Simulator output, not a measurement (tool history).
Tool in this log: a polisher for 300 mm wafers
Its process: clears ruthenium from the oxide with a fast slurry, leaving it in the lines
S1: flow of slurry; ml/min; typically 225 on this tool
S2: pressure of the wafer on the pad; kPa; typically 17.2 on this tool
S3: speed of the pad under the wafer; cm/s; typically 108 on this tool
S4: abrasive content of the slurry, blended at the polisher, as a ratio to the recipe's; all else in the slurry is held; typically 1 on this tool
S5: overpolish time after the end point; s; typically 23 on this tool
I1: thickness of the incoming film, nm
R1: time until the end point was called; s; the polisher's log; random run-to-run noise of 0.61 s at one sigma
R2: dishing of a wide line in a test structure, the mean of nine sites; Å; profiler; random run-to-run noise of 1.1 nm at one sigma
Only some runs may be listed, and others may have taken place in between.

run	day	S1	S2	S3	S4	S5	I1	R1	R2
1	0	225	17.2	108	1	23	143	41.6	600
2	0.5	225	17.2	108	1	23	142.4	43.6	589
3	0.804	225	17.2	94	1	23	138.6	45.3	524
4	1.454	270	17.2	108	1	23	141.8	43.8	572
5	1.858	270	17.2	108	1	23	140.1	44.4	585
6	2.146	225	17.2	108	1	23	138.4	43.4	566
7	2.654	225	17.2	108	1	23	139.7	44.6	554
8	3.4	225	17.2	108	1	23	137.9	47.3	535
9	3.683	225	17.2	78	1	23	141.1	57.8	443
10	4.088	225	17.2	78	1	23	138.6	61.4	443
11	4.521	225	17.2	108	1	23	139.7	46.8	547
12	5.133	225	17.2	108	1	23	141.5	46.3	554
13	6.4	225	17.2	108	1.1	23	138.5	33.7	677
14	6.954	170	17.2	98	0.85	27	137.5	43.4	640
15	7.396	290	15.9	108	1	13	139.6	38.4	368
16	7.842	275	17.2	108	1	13	141.3	36.9	408
17	8.196	225	17.2	108	1	23	139.6	37.9	628
18	8.708	265	17.2	108	1	11	139.2	37.7	325
19	8.979	225	14.5	108	1	23	139.7	43.5	539
20	9.321	225	17.2	108	1	30	139.8	40.7	739
21	9.821	280	17.2	108	1.2	23	142.5	33.5	750
22	11.908	225	17.2	74	1	16	138	46.8	379
23	12.496	175	17.2	108	1.15	19	137.2	38.1	539
24	13.042	225	17.2	108	1	23	137.9	40.1	627
25	13.554	225	20.7	108	1	14	142.7	37.4	422
26	14.121	270	17.2	108	1	23	139.4	41.3	603
27	14.446	225	17.2	138	1.25	23	137.9	31.5	737

The log once held 5 entries between its listed runs, left out of this copy. Where does each go, and what is different about the tool's unlogged condition between the listed run before it and the listed run after it?
Between runs 10 and 11: worn pad replaced by a new one (day 4.346)
  removal rate lost through wear of the pad, %: 11.1 -> 0.982; abrasive missing from the slurry, %: 31.4 -> 32.2
  what was measured, less what the result would be without the hidden state, R1: +18.5 -> +10.7 s; R2: -166 -> -136 Å
Between runs 12 and 13: slurry blender recalibrated (day 5.392); head pressure recalibrated (day 5.529)
  removal rate lost through wear of the pad, %: 1.19 -> 2.46; abrasive missing from the slurry, %: 33.2 -> 4.1
  what was measured, less what the result would be without the hidden state, R1: +11 -> +1.5 s; R2: -145 -> -27 Å
Between runs 20 and 21: worn pad replaced by a new one (day 9.633)
  removal rate lost through wear of the pad, %: 9.71 -> 0.851; abrasive missing from the slurry, %: 9.07 -> 9.92
  what was measured, less what the result would be without the hidden state, R1: +5.8 -> +2 s; R2: -99 -> -38 Å
Between runs 21 and 22: slurry nozzle cleaned (day 11.521)
  removal rate lost through wear of the pad, %: 0.851 -> 2.66; abrasive missing from the slurry, %: 9.92 -> 13.5
  what was measured, less what the result would be without the hidden state, R1: +2 -> +4.8 s; R2: -38 -> -40 Å
